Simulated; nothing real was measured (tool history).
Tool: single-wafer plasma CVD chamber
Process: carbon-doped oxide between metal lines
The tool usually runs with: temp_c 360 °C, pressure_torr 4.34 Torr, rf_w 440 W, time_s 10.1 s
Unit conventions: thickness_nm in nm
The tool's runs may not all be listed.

| run | hour | temp_c | pressure_torr | rf_w | time_s | wafers since the last listed run | hours since the last thermocouple change | hours since the last RF generator calibration | hours since the last manometer calibration | hours since the showerhead was replaced | hours since the gauge calibration | read-back reference wafer on the same gauge, thickness_nm | thickness_nm |
|---|---|---|---|---|---|---|---|---|---|---|---|---|---|
| 1 | 0.0 | 360 | 3.49 | 385 | 10.1 | 0 | 1990.8 | 1906.8 | 595.6 | 5374.9 | 3.2 | 57.335 | 38.021 |
| 2 | 56.0 | 360 | 4.34 | 440 | 10.1 | 1923 | 2046.8 | 1962.8 | 651.6 | 5430.9 | 59.2 | 57.279 | 44.406 |
| 3 | 117.9 | 360 | 4.34 | 440 | 10.1 | 2125 | 2108.7 | 2024.7 | 713.5 | 5492.8 | 121.1 | 57.316 | 44.138 |
| 4 | 188.3 | 360 | 4.34 | 440 | 11.3 | 2417 | 2179.1 | 2095.1 | 783.9 | 5563.2 | 191.5 | 57.312 | 49.623 |
| 5 | 235.3 | 360 | 4.34 | 440 | 11.3 | 1614 | 2226.1 | 2142.1 | 830.9 | 5610.2 | 238.5 | 57.294 | 49.426 |
|  | 270.8 | thermocouple changed; heater temperature recalibrated |
| 6 | 297.9 | 360 | 4.34 | 440 | 11.3 | 1875 | 27.1 | 2204.7 | 893.5 | 5672.8 | 301.1 | 57.314 | 49.129 |
|  | 355.9 | RF generator calibrated |
| 7 | 360.0 | 360 | 4.34 | 440 | 10.1 | 1857 | 89.2 | 4.1 | 955.6 | 5734.9 | 363.2 | 57.276 | 47.783 |
| 8 | 431.9 | 360 | 4.34 | 440 | 10.1 | 2469 | 161.1 | 76.0 | 1027.5 | 5806.8 | 435.1 | 57.278 | 48.061 |
|  | 459.2 | capacitance manometer re-zeroed and calibrated |
| 9 | 459.7 | 372 | 4.34 | 440 | 10.9 | 679 | 188.9 | 103.8 | 0.5 | 5834.6 | 462.9 | 57.325 | 49.982 |
|  | 481.9 | showerhead replaced, of another model than before |
|  | 485.4 | gauge calibrated |
| 10 | 522.9 | 353 | 4.34 | 440 | 11.7 | 1895 | 252.1 | 167.0 | 63.7 | 41.0 | 37.5 | 57.305 | 56.421 |
| 11 | 582.8 | 346 | 3.56 | 440 | 10.1 | 2057 | 312.0 | 226.9 | 123.6 | 100.9 | 97.4 | 57.311 | 49.211 |
| 12 | 618.6 | 370 | 4.34 | 440 | 10.1 | 1229 | 347.8 | 262.7 | 159.4 | 136.7 | 133.2 | 57.359 | 46.745 |
| 13 | 675.2 | 365 | 4.34 | 440 | 9.1 | 1943 | 404.4 | 319.3 | 216.0 | 193.3 | 189.8 | 57.207 | 42.233 |
| 14 | 726.6 | 360 | 4.34 | 380 | 10.1 | 1765 | 455.8 | 370.7 | 267.4 | 244.7 | 241.2 | 57.289 | 44.160 |

What the log doesn't show, run by run:
wafer temperature above the value expected at the setpoint (K): 0 at every run
true pressure above the setpoint (%): 0 at every run
gauge reads high (%): 0 at every run
H1: delivered RF power above the setpoint (%)
| run | H1 |
|---|---|
| 1 | -7.06 |
| 2 | -7.24 |
| 3 | -7.43 |
| 4 | -7.66 |
| 5 | -7.81 |
| 6 | -8.01 |
| 7 | -0.0395 |
| 8 | -0.268 |
| 9 | -0.356 |
| 10 | -0.557 |
| 11 | -0.747 |
| 12 | -0.861 |
| 13 | -1.04 |
| 14 | -1.2 |

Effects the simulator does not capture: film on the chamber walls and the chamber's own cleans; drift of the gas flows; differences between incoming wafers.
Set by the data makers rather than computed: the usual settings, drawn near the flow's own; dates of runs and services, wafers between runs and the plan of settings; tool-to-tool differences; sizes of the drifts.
